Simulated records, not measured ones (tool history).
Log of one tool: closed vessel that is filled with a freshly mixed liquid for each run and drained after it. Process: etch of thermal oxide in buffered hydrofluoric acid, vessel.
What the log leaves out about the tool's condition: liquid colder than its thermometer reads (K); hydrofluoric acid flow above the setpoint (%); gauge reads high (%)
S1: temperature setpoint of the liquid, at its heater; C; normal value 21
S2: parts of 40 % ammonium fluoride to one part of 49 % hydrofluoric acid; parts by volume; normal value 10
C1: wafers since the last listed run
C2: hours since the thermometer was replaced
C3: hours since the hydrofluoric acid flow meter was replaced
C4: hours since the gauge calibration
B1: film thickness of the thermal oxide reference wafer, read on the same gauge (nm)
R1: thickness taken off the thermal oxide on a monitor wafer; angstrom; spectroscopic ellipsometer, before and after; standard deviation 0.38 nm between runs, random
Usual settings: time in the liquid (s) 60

run 1 hour=0 | S1=21 S2=10 time_in_the_liquid_(s)=60 | C1=0 C2=364.6 C3=1309.9 C4=299.3 | B1=139.96 | R1=545.1
run 2 hour=20.6 | S1=21 S2=7 time_in_the_liquid_(s)=75 | C1=2841 C2=385.2 C3=1330.5 C4=319.9 | B1=140.02 | R1=958.6
run 3 hour=43.1 | S1=21 S2=7 time_in_the_liquid_(s)=75 | C1=3103 C2=407.7 C3=1353 C4=342.4 | B1=139.99 | R1=950.2
run 4 hour=69.6 | S1=21 S2=7 time_in_the_liquid_(s)=75 | C1=3655 C2=434.2 C3=1379.5 C4=368.9 | B1=140 | R1=952.3
run 5 hour=146.6 | S1=21 S2=10 time_in_the_liquid_(s)=50 | C1=10621 C2=511.2 C3=1456.5 C4=445.9 | B1=139.98 | R1=454.8
run 6 hour=163 | S1=21 S2=10 time_in_the_liquid_(s)=50 | C1=2262 C2=527.6 C3=1472.9 C4=462.3 | B1=140.03 | R1=452.3
run 7 hour=209.5 | S1=21 S2=10 time_in_the_liquid_(s)=50 | C1=6414 C2=574.1 C3=1519.4 C4=508.8 | B1=140.02 | R1=452.6
run 8 hour=229 | S1=21 S2=10 time_in_the_liquid_(s)=60 | C1=2689 C2=593.6 C3=1538.9 C4=528.3 | B1=140.01 | R1=544.8
run 9 hour=261.3 | S1=21 S2=10 time_in_the_liquid_(s)=60 | C1=4455 C2=625.9 C3=1571.2 C4=560.6 | B1=140 | R1=542
-- hour=263.6 hydrofluoric acid flow meter replaced
run 10 hour=283.9 | S1=24.5 S2=10 time_in_the_liquid_(s)=60 | C1=2979 C2=648.5 C3=20.3 C4=583.2 | B1=139.96 | R1=652.4
run 11 hour=313.8 | S1=24.5 S2=10 time_in_the_liquid_(s)=60 | C1=4124 C2=678.4 C3=50.2 C4=613.1 | B1=140 | R1=660.6
-- hour=330.2 gauge calibrated
run 12 hour=340.5 | S1=24.5 S2=10 time_in_the_liquid_(s)=60 | C1=3682 C2=705.1 C3=76.9 C4=10.3 | B1=139.98 | R1=664.9
run 13 hour=363.4 | S1=21 S2=10 time_in_the_liquid_(s)=60 | C1=3158 C2=728 C3=99.8 C4=33.2 | B1=139.99 | R1=544.5
run 14 hour=376.7 | S1=21 S2=10 time_in_the_liquid_(s)=60 | C1=1834 C2=741.3 C3=113.1 C4=46.5 | B1=140.01 | R1=546.4
run 15 hour=394.6 | S1=21 S2=10 time_in_the_liquid_(s)=60 | C1=2469 C2=759.2 C3=131 C4=64.4 | B1=140.01 | R1=543.9
-- hour=402.6 thermometer replaced
run 16 hour=414.5 | S1=18.5 S2=7.5 time_in_the_liquid_(s)=45 | C1=2607 C2=11.9 C3=150.9 C4=84.3 | B1=140.01 | R1=460.6
run 17 hour=446.9 | S1=19.5 S2=10 time_in_the_liquid_(s)=35 | C1=4469 C2=44.3 C3=183.3 C4=116.7 | B1=140.02 | R1=292.8
run 18 hour=472.6 | S1=21 S2=10 time_in_the_liquid_(s)=30 | C1=3545 C2=70 C3=209 C4=142.4 | B1=139.99 | R1=272.8
run 19 hour=492.9 | S1=21 S2=10 time_in_the_liquid_(s)=60 | C1=2800 C2=90.3 C3=229.3 C4=162.7 | B1=140.04 | R1=545.3
run 20 hour=521.7 | S1=17 S2=8.5 time_in_the_liquid_(s)=90 | C1=3972 C2=119.1 C3=258.1 C4=191.5 | B1=140.02 | R1=738.1
run 21 hour=556.1 | S1=21 S2=10 time_in_the_liquid_(s)=60 | C1=4745 C2=153.5 C3=292.5 C4=225.9 | B1=140 | R1=547.2

Run 22, settings as shown, results not yet in. Your forecast:
run 22 hour=579.7 | S1=18 S2=13 time_in_the_liquid_(s)=35 | C1=3255 C2=177.1 C3=316.1 C4=249.5 | B1=? | R1=?

{"run 22": {"B1": 139.99, "R1": 207.3}}
Were there no unlogged condition in the tool, this run, its random variation unchanged, would have produced R1 207.3 angstrom.
